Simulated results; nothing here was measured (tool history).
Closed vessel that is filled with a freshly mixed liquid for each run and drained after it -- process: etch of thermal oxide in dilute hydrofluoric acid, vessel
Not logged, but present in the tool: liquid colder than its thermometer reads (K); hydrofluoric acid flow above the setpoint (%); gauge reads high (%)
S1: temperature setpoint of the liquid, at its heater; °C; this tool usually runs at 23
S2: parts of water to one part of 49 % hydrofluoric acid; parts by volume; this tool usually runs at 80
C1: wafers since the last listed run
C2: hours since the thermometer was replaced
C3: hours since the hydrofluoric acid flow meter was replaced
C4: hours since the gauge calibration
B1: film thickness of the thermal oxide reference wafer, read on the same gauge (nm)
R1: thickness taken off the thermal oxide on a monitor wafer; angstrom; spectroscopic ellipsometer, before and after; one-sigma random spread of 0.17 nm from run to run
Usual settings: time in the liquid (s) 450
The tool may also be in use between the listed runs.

Run 1, day 0: usual settings; C1 0; C2 1143.8; C3 1302.5; C4 144.6; B1 40.02. Result: R1 257 angstrom.
Run 2, day 0.704: usual settings; C1 1428; C2 1160.7; C3 1319.4; C4 161.5; B1 40.05. Result: R1 258.9 angstrom.
Run 3, day 1.312: usual settings; C1 1234; C2 1175.3; C3 1334; C4 176.1; B1 40.02. Result: R1 259.6 angstrom.
Run 4, day 1.871: usual settings; C1 1132; C2 1188.7; C3 1347.4; C4 189.5; B1 39.98. Result: R1 258.1 angstrom.
Run 5, day 2.325: usual settings but S2 50 parts by volume, time in the liquid (s) 640; C1 921; C2 1199.6; C3 1358.3; C4 200.4; B1 40.01. Result: R1 603.4 angstrom.
Run 6, day 2.858: usual settings; C1 1081; C2 1212.4; C3 1371.1; C4 213.2; B1 40. Result: R1 254.7 angstrom.
Run 7, day 3.558: usual settings; C1 1420; C2 1229.2; C3 1387.9; C4 230; B1 40.02. Result: R1 256.7 angstrom.
Run 8, day 4.175: usual settings; C1 1251; C2 1244; C3 1402.7; C4 244.8; B1 39.99. Result: R1 258 angstrom.
At day 4.529: hydrofluoric acid flow meter replaced.
Run 9, day 4.658: usual settings; C1 896; C2 1255.6; C3 3.1; C4 256.4; B1 39.99. Result: R1 225.8 angstrom.
Run 10, day 5.275: usual settings; C1 1251; C2 1270.4; C3 17.9; C4 271.2; B1 39.99. Result: R1 230.9 angstrom.
Run 11, day 5.75: usual settings; C1 963; C2 1281.8; C3 29.3; C4 282.6; B1 40.02. Result: R1 230.7 angstrom.
Run 12, day 6.196: usual settings; C1 904; C2 1292.5; C3 40; C4 293.3; B1 40. Result: R1 226.7 angstrom.
Run 13, day 7.221: usual settings; C1 2079; C2 1317.1; C3 64.6; C4 317.9; B1 40.04. Result: R1 225 angstrom.
Run 14, day 7.692: usual settings; C1 955; C2 1328.4; C3 75.9; C4 329.2; B1 39.99. Result: R1 227.2 angstrom.
Run 15, day 8.062: usual settings; C1 752; C2 1337.3; C3 84.8; C4 338.1; B1 40.03. Result: R1 229 angstrom.
Run 16, day 8.4: usual settings but S1 20.5 °C, S2 40 parts by volume, time in the liquid (s) 235; C1 684; C2 1345.4; C3 92.9; C4 346.2; B1 40.01. Result: R1 226.2 angstrom.
Run 17, day 8.738: usual settings but S1 19.5 °C, S2 90 parts by volume, time in the liquid (s) 585; C1 684; C2 1353.5; C3 101; C4 354.3; B1 40.01. Result: R1 224.6 angstrom.
Run 18, day 9.325: usual settings but S1 27 °C, S2 115 parts by volume, time in the liquid (s) 560; C1 1191; C2 1367.6; C3 115.1; C4 368.4; B1 40.03. Result: R1 220.5 angstrom.
Run 19, day 9.879: usual settings but S2 90 parts by volume; C1 1124; C2 1380.9; C3 128.4; C4 381.7; B1 40.02. Result: R1 201.2 angstrom.
At day 9.908: gauge calibrated.
At day 9.975: thermometer replaced.
Run 20, day 10.367: usual settings but S1 26.5 °C, time in the liquid (s) 345; C1 904; C2 9.4; C3 140.1; C4 11; B1 39.98. Result: R1 221.8 angstrom.
Run 21, day 11.071: usual settings but S1 26 °C, S2 115 parts by volume; C1 1428; C2 26.3; C3 157; C4 27.9; B1 40.01. Result: R1 191.7 angstrom.
Run 22, day 11.808: usual settings but S1 20.5 °C, S2 40 parts by volume, time in the liquid (s) 585; C1 1496; C2 44; C3 174.7; C4 45.6; B1 40.02. Result: R1 624.8 angstrom.
Run 23, day 12.396: usual settings but S1 19.5 °C, S2 115 parts by volume, time in the liquid (s) 565; C1 1191; C2 58.1; C3 188.8; C4 59.7; B1 39.99. Result: R1 186.7 angstrom.
Run 24, day 12.825: usual settings; C1 870; C2 68.4; C3 199.1; C4 70; B1 40.01. Result: R1 255.6 angstrom.
Run 25, day 13.429: usual settings; C1 1225; C2 82.9; C3 213.6; C4 84.5; B1 40.01. Result: R1 251.3 angstrom.
Run 26, day 14.696: usual settings but S1 21.5 °C; C1 2569; C2 113.3; C3 244; C4 114.9; B1 40. Result: R1 238.3 angstrom.
Run 27, day 16.458: usual settings but S1 19.5 °C, S2 90 parts by volume, time in the liquid (s) 585; C1 3575; C2 155.6; C3 286.3; C4 157.2; B1 40. Result: R1 254.2 angstrom.
Run 28, day 16.896: usual settings; C1 887; C2 166.1; C3 296.8; C4 167.7; B1 39.99. Result: R1 254.3 angstrom.
Run 29, day 17.304: usual settings but S1 27 °C, S2 110 parts by volume, time in the liquid (s) 360; C1 828; C2 175.9; C3 306.6; C4 177.5; B1 39.99. Result: R1 167.6 angstrom.
Run 30, day 17.629: usual settings but S1 21 °C, S2 45 parts by volume, time in the liquid (s) 310; C1 659; C2 183.7; C3 314.4; C4 185.3; B1 39.97. Result: R1 299.4 angstrom.
Run 31, day 18.004: usual settings but S1 21 °C, S2 40 parts by volume, time in the liquid (s) 535; C1 760; C2 192.7; C3 323.4; C4 194.3; B1 40.02. Result: R1 579.7 angstrom.
Run 32, day 18.7: usual settings but S1 19.5 °C, S2 65 parts by volume, time in the liquid (s) 260; C1 1411; C2 209.4; C3 340.1; C4 211; B1 40.02. Result: R1 161.1 angstrom.
Run 33, day 19.296: usual settings but S1 20.5 °C, time in the liquid (s) 380; C1 1208; C2 223.7; C3 354.4; C4 225.3; B1 40.01. Result: R1 191.8 angstrom.

Run-by-run hidden state of the tool:
gauge reads high (%): 0 at every run
H1: liquid colder than its thermometer reads (K)
H2: hydrofluoric acid flow above the setpoint (%)
run      H1     H2
  1    2.38   11.2
  2    2.41   11.3
  3    2.43   11.5
  4    2.46   11.6
  5    2.48   11.6
  6     2.5   11.7
  7    2.53   11.9
  8    2.56     12
  9    2.58  0.445
 10    2.61  0.558
 11    2.63  0.645
 12    2.65  0.727
 13     2.7  0.915
 14    2.72      1
 15    2.74   1.07
 16    2.75   1.13
 17    2.77   1.19
 18    2.79    1.3
 19    2.82    1.4
 20  0.0689   1.49
 21     0.1   1.62
 22   0.133   1.76
 23   0.159   1.86
 24   0.179   1.94
 25   0.206   2.05
 26   0.262   2.29
 27   0.341   2.61
 28    0.36   2.69
 29   0.378   2.76
 30   0.393   2.82
 31    0.41   2.89
 32   0.441   3.02
 33   0.467   3.13
